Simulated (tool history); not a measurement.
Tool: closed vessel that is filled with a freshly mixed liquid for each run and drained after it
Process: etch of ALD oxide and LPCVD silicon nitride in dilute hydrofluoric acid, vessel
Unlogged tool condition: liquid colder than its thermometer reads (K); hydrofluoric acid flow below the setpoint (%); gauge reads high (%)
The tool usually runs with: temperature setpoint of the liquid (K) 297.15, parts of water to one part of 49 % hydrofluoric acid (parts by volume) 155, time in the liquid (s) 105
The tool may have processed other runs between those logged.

run	hour	temperature setpoint of the liquid (K)	parts of water to one part of 49 % hydrofluoric acid (parts by volume)	time in the liquid (s)	wafers since the last listed run	hours since the thermometer was replaced	hours since the hydrofluoric acid flow meter was replaced	hours since the gauge calibration	read-back film thickness of the ALD oxide reference wafer, read on the same gauge (nm)	read-back film thickness of the LPCVD silicon nitride reference wafer, read on the same gauge (nm)	thickness taken off the ALD oxide on a monitor wafer (nm)	thickness taken off the LPCVD silicon nitride on a monitor wafer (nm)
1	0	297.15	155	145	0	2742.7	1409.3	612.9	70.02	39.967	13.95	0.5
2	19.8	297.15	155	145	1420	2762.5	1429.1	632.7	70.02	40.002	13.73	0.469
3	38	297.15	155	105	1305	2780.7	1447.3	650.9	69.97	39.973	10.07	0.396
4	56.4	297.15	155	105	1320	2799.1	1465.7	669.3	70	39.983	10.06	0.398
5	73.8	297.15	155	105	1248	2816.5	1483.1	686.7	69.99	40.016	10.08	0.344
6	95.2	297.15	155	105	1535	2837.9	1504.5	708.1	70	39.968	9.98	0.334
7	110.5	297.15	155	105	1097	2853.2	1519.8	723.4	70.01	39.979	9.93	0.365
8	125.4	297.15	155	105	1069	2868.1	1534.7	738.3	69.99	39.987	9.92	0.336
# hour 159.1: gauge calibrated
9	160.9	297.15	155	105	2547	2903.6	1570.2	1.8	70.05	40.001	9.91	0.423
10	190.8	297.15	155	105	2145	2933.5	1600.1	31.7	70.04	40.022	9.92	0.344
11	220.7	297.15	155	105	2145	2963.4	1630	61.6	69.99	39.991	9.92	0.369
12	242.5	300.15	215	105	1564	2985.2	1651.8	83.4	70.03	40.018	7.46	0.294
13	275.8	298.65	110	50	2389	3018.5	1685.1	116.7	70	39.976	7.37	0.278
# hour 279.5: hydrofluoric acid flow meter replaced
14	290.7	297.15	155	150	997	3033.4	11.2	131.6	70.01	40.036	15.06	0.546
15	310.1	300.65	155	85	1392	3052.8	30.6	151	69.97	39.998	9.69	0.349
16	340.9	294.15	100	105	2210	3083.6	61.4	181.8	70.02	40.015	15.27	0.465
17	365.6	297.15	180	130	1772	3108.3	86.1	206.5	69.99	40.013	10.86	0.409
18	400.7	298.65	225	45	2518	3143.4	121.2	241.6	69.98	40.003	3.02	0.117

The next listed run, before its measurement:
19	428.6	297.15	155	105	2002	3171.3	149.1	269.5	?	?	?	?

read-back film thickness of the ALD oxide reference wafer, read on the same gauge (nm): 70.05
read-back film thickness of the LPCVD silicon nitride reference wafer, read on the same gauge (nm): 39.999
thickness taken off the ALD oxide on a monitor wafer (nm): 10.57
thickness taken off the LPCVD silicon nitride on a monitor wafer (nm): 0.358
Take away the tool's hidden state, keep the run-to-run variation as it was, and the same run would have given thickness taken off the ALD oxide on a monitor wafer (nm) 11.84, thickness taken off the LPCVD silicon nitride on a monitor wafer (nm) 0.43.

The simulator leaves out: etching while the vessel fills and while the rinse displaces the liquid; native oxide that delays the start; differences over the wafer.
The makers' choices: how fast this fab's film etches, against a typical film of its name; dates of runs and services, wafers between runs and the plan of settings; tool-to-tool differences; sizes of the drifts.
